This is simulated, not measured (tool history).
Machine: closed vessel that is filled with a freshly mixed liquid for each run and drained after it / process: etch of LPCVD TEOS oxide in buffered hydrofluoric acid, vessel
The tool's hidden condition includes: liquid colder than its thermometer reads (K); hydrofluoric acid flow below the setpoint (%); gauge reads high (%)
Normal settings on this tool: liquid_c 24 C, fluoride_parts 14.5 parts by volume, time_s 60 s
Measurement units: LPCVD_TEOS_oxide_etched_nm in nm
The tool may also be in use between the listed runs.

run    day  liquid_c  fluoride_parts  time_s  wafers since the last listed run  hours since the thermometer was replaced  hours since the hydrofluoric acid flow meter was replaced  hours since the gauge calibration  read-back film thickness of the LPCVD TEOS oxide reference wafer, read on the same gauge (nm)  LPCVD_TEOS_oxide_etched_nm
  1      0        22            14.5      60                                 0                                    2291.9                                                     1154.4                              141.4                                                                                          60.01                       80.24
     0.208  -- gauge calibrated
  2  0.575        24            14.5      60                              1581                                    2305.7                                                     1168.2                                8.8                                                                                          60.04                       89.31
  3  0.858        24            14.5      60                               779                                    2312.5                                                       1175                               15.6                                                                                          59.96                          89
  4  1.475        24            14.5      60                              1695                                    2327.3                                                     1189.8                               30.4                                                                                          59.98                       88.81
  5  2.004        24            14.5      60                              1455                                      2340                                                     1202.5                               43.1                                                                                          59.99                       88.67
  6  2.425        24            14.5      60                              1157                                    2350.1                                                     1212.6                               53.2                                                                                          59.98                       88.92
     2.846  -- hydrofluoric acid flow meter replaced
  7  2.867        24            14.5      60                              1099                                    2360.7                                                        0.5                               63.8                                                                                          59.98                       99.66
     2.938  -- thermometer replaced
  8  3.446        24            14.5      75                              1478                                      12.2                                                       14.4                               77.7                                                                                          60.01                      125.72
  9  4.038        24            18.5      40                              1627                                      26.4                                                       28.6                               91.9                                                                                          60.01                       52.69
 10  4.308        24            18.5      60                               744                                      32.9                                                       35.1                               98.4                                                                                          59.98                        78.5
 11   4.65        22            14.5      60                               939                                      41.1                                                       43.3                              106.6                                                                                          60.01                       89.86
     5.021  -- gauge calibrated
 12  5.221        24            14.5      60                              1569                                      54.8                                                         57                                4.8                                                                                          59.97                      100.04
 13  5.942        28            14.5      30                              1982                                      72.1                                                       74.3                               22.1                                                                                          60.01                       61.81
 14  6.617        29            20.5      30                              1856                                      88.3                                                       90.5                               38.3                                                                                          60.01                       47.13
 15  7.354        27            14.5      30                              2028                                       106                                                      108.2                                 56                                                                                             60                       58.67
 16  7.946        24            14.5      85                              1627                                     120.2                                                      122.4                               70.2                                                                                          60.02                      140.51

Results for each run, recomputed without the tool's hidden state and with each run's random variation untouched:
run  LPCVD_TEOS_oxide_etched_nm
  1                       91.03
  2                      101.45
  3                      101.17
  4                      101.09
  5                      101.05
  6                      101.44
  7                      100.48
  8                       126.9
  9                       53.25
 10                       79.38
 11                       90.93
 12                      101.34
 13                       62.71
 14                       47.66
 15                       59.69
 16                      143.14
